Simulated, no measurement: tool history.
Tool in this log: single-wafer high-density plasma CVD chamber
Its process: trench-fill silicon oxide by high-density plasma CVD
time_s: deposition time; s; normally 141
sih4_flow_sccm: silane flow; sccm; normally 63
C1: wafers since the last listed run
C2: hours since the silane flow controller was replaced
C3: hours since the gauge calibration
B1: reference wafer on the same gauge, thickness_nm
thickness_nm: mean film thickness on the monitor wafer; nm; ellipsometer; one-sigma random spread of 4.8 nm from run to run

Run 1, hour 0: usual settings but sih4_flow_sccm 73 sccm; C1 0; C2 667.8; C3 764.3; B1 738.841. Result: thickness_nm 939.429 nm.
Run 2, hour 68: usual settings but sih4_flow_sccm 73 sccm; C1 542; C2 735.8; C3 832.3; B1 738.481. Result: thickness_nm 950.858 nm.
Run 3, hour 115.8: usual settings but sih4_flow_sccm 73 sccm; C1 381; C2 783.6; C3 880.1; B1 738.807. Result: thickness_nm 946.679 nm.
Run 4, hour 209.7: usual settings but time_s 127 s; C1 749; C2 877.5; C3 974; B1 733.737. Result: thickness_nm 774.434 nm.
Run 5, hour 303.8: usual settings but time_s 127 s; C1 751; C2 971.6; C3 1068.1; B1 734.659. Result: thickness_nm 768.664 nm.
Run 6, hour 385.4: usual settings but time_s 127 s; C1 651; C2 1053.2; C3 1149.7; B1 735.769. Result: thickness_nm 769.873 nm.
Run 7, hour 452.4: usual settings; C1 534; C2 1120.2; C3 1216.7; B1 737.164. Result: thickness_nm 852.11 nm.
Run 8, hour 523.6: usual settings; C1 568; C2 1191.4; C3 1287.9; B1 736.368. Result: thickness_nm 861.244 nm.
Run 9, hour 584.7: usual settings but sih4_flow_sccm 70 sccm; C1 487; C2 1252.5; C3 1349; B1 736.264. Result: thickness_nm 919.472 nm.
Run 10, hour 651.5: usual settings but sih4_flow_sccm 70 sccm; C1 533; C2 1319.3; C3 1415.8; B1 735.465. Result: thickness_nm 909.901 nm.
Run 11, hour 702.8: usual settings but sih4_flow_sccm 70 sccm; C1 409; C2 1370.6; C3 1467.1; B1 735.663. Result: thickness_nm 916.345 nm.
Run 12, hour 739.1: usual settings but time_s 151 s; C1 289; C2 1406.9; C3 1503.4; B1 736.589. Result: thickness_nm 914.506 nm.
Run 13, hour 778.5: usual settings but time_s 151 s; C1 314; C2 1446.3; C3 1542.8; B1 733.546. Result: thickness_nm 911.606 nm.
Run 14, hour 882.1: usual settings but time_s 151 s; C1 827; C2 1549.9; C3 1646.4; B1 734.986. Result: thickness_nm 905.532 nm.
Run 15, hour 950: usual settings but time_s 133 s, sih4_flow_sccm 56 sccm; C1 542; C2 1617.8; C3 1714.3; B1 737.249. Result: thickness_nm 742.63 nm.
Run 16, hour 1042.4: usual settings but time_s 130 s, sih4_flow_sccm 75 sccm; C1 737; C2 1710.2; C3 1806.7; B1 733.73. Result: thickness_nm 867.338 nm.
Run 17, hour 1105.1: usual settings but time_s 115 s; C1 500; C2 1772.9; C3 1869.4; B1 736.311. Result: thickness_nm 686.751 nm.
At hour 1356.2: silane flow controller replaced.
Run 18, hour 1393.3: usual settings but sih4_flow_sccm 73 sccm; C1 2237; C2 37.1; C3 2157.6; B1 735.281. Result: thickness_nm 939.782 nm.
Run 19, hour 1461.5: usual settings but time_s 157 s, sih4_flow_sccm 55 sccm; C1 544; C2 105.3; C3 2225.8; B1 734.581. Result: thickness_nm 883.048 nm.
At hour 1545.7: gauge calibrated.
Run 20, hour 1567.2: usual settings but sih4_flow_sccm 58 sccm; C1 843; C2 211; C3 21.5; B1 735.981. Result: thickness_nm 818.023 nm.
Run 21, hour 1634.8: usual settings but time_s 130 s, sih4_flow_sccm 75 sccm; C1 539; C2 278.6; C3 89.1; B1 736.628. Result: thickness_nm 891.959 nm.
Run 22, hour 1736.2: usual settings but time_s 113 s, sih4_flow_sccm 50 sccm; C1 809; C2 380; C3 190.5; B1 734.804. Result: thickness_nm 593.741 nm.
Run 23, hour 1922.2: usual settings but time_s 164 s, sih4_flow_sccm 57 sccm; C1 1485; C2 566; C3 376.5; B1 738.183. Result: thickness_nm 932.778 nm.
Run 24, hour 1997.8: usual settings but time_s 157 s; C1 603; C2 641.6; C3 452.1; B1 736.237. Result: thickness_nm 947.285 nm.
Run 25, hour 2088.8: usual settings; C1 726; C2 732.6; C3 543.1; B1 735.576. Result: thickness_nm 861.638 nm.
Run 26, hour 2155.4: usual settings but time_s 133 s, sih4_flow_sccm 51 sccm; C1 531; C2 799.2; C3 609.7; B1 736.313. Result: thickness_nm 705.533 nm.
Run 27, hour 2247.6: usual settings; C1 736; C2 891.4; C3 701.9; B1 736.067. Result: thickness_nm 856.371 nm.
Run 28, hour 2295.4: usual settings but time_s 130 s, sih4_flow_sccm 75 sccm; C1 381; C2 939.2; C3 749.7; B1 734.859. Result: thickness_nm 891.204 nm.
Run 29, hour 2394.4: usual settings but time_s 132 s; C1 790; C2 1038.2; C3 848.7; B1 737.781. Result: thickness_nm 805.769 nm.

Each row is a separate what-if for the run after 29, all from the same tool condition, not one after another. Results?
Run A, hour 2394.8: usual settings but time_s 160 s; C1 3; C2 1038.6; C3 849.1; B1 ?. Result: thickness_nm ?.
Run B, hour 2394.8: usual settings but sih4_flow_sccm 71 sccm; C1 3; C2 1038.6; C3 849.1; B1 ?. Result: thickness_nm ?.
Run C, hour 2394.8: usual settings but time_s 118 s, sih4_flow_sccm 60 sccm; C1 3; C2 1038.6; C3 849.1; B1 ?. Result: thickness_nm ?.
Run D, hour 2394.8: usual settings but time_s 153 s; C1 3; C2 1038.6; C3 849.1; B1 ?. Result: thickness_nm ?.

run       B1  thickness_nm
  A  738.588        977.41
  B  738.588       931.053
  C  738.588       698.963
  D  738.588       934.648
The same runs, with their run-to-run variation unchanged, on a tool lacking any hidden condition would have given:
run  thickness_nm
  A       982.481
  B       935.883
  C       702.589
  D       939.498
